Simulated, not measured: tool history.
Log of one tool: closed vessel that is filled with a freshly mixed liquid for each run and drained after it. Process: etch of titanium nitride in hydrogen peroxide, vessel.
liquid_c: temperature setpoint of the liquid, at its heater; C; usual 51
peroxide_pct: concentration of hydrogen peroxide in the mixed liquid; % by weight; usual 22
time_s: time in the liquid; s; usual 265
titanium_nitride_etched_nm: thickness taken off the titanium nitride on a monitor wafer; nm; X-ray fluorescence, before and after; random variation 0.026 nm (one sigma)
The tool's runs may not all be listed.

run	hour	liquid_c	peroxide_pct	time_s	wafers since the last listed run	hours since the thermometer was replaced	hours since the peroxide flow meter was replaced	hours since the drum of peroxide was connected	hours since the gauge calibration	read-back film thickness of the titanium nitride reference wafer, read on the same gauge (nm)	titanium_nitride_etched_nm
1	0	56	22	265	0	76.4	1902.8	198.2	484.5	149.97	10.53
2	64.7	51	22	265	7185	141.1	1967.5	262.9	549.2	150.02	7.46
3	96.9	51	22	265	3576	173.3	1999.7	295.1	581.4	150.01	7.47
4	142	51	24.5	265	5008	218.4	2044.8	340.2	626.5	149.99	7.68
5	184.3	51	24.5	265	4697	260.7	2087.1	382.5	668.8	149.98	7.74
6	246.7	47	22	265	6930	323.1	2149.5	444.9	731.2	150.01	5.65
7	290.6	47	22	265	4875	367	2193.4	488.8	775.1	150.01	5.68
# hour 292.8: new drum of peroxide connected
8	338	51	22	265	5153	414.4	2240.8	45.2	822.5	149.99	7.55
9	364.9	51	22	265	2987	441.3	2267.7	72.1	849.4	150.01	7.64
10	401.4	51	22	265	4053	477.8	2304.2	108.6	885.9	150.01	7.62
11	475.9	51	22	375	8274	552.3	2378.7	183.1	960.4	150.01	10.79
# hour 480.1: thermometer replaced
# hour 617.4: peroxide flow meter replaced
12	627	51	22	265	16559	146.9	9.6	334.2	1111.5	150.01	7.3
13	692.8	45	24	115	7307	212.7	75.4	400	1177.3	150	2.08
# hour 785.8: new drum of peroxide connected
14	790.1	53.5	26.5	205	10695	310	172.7	4.3	1274.6	150.02	7.11
15	837.4	51	16.5	265	5253	357.3	220	51.6	1321.9	149.99	7
16	906.2	47	22	265	7641	426.1	288.8	120.4	1390.7	150	5.55
17	975.7	51	22	265	7718	495.6	358.3	189.9	1460.2	150.03	7.48
# hour 980.4: gauge calibrated
18	1064.2	51	22	265	9828	584.1	446.8	278.4	83.8	150	7.51
19	1107.1	59	17	120	4764	627	489.7	321.3	126.7	150.02	5.61
# hour 1169.2: thermometer replaced
20	1171.3	45.5	25	265	7019	2.1	553.9	385.5	190.9	149.99	5.06
21	1226.4	43.5	17	140	6119	57.2	609	440.6	246	150.02	2.12
22	1273.4	41.5	17.5	380	5219	104.2	656	487.6	293	150	5
# hour 1303: new drum of peroxide connected
23	1341.1	45	22	265	7407	171.9	723.7	38.1	360.7	149.99	4.79

Forecast each of these 5 alternatives for the next run:
A	1341.8	51	22	265	77	172.6	724.4	38.8	361.4	?	?
B	1341.8	57	22	265	77	172.6	724.4	38.8	361.4	?	?
C	1341.8	56.5	24	265	77	172.6	724.4	38.8	361.4	?	?
D	1341.8	61	24	420	77	172.6	724.4	38.8	361.4	?	?
E	1341.8	51	27.5	385	77	172.6	724.4	38.8	361.4	?	?

run	read-back film thickness of the titanium nitride reference wafer, read on the same gauge (nm)	titanium_nitride_etched_nm
A	150.01	7.42
B	150.01	11.32
C	150.01	11.14
D	150.01	24.02
E	150.01	11.32
Without the tool's hidden state the same runs would have given:
run	titanium_nitride_etched_nm
A	7.2
B	11
C	10.82
D	23.34
E	10.99
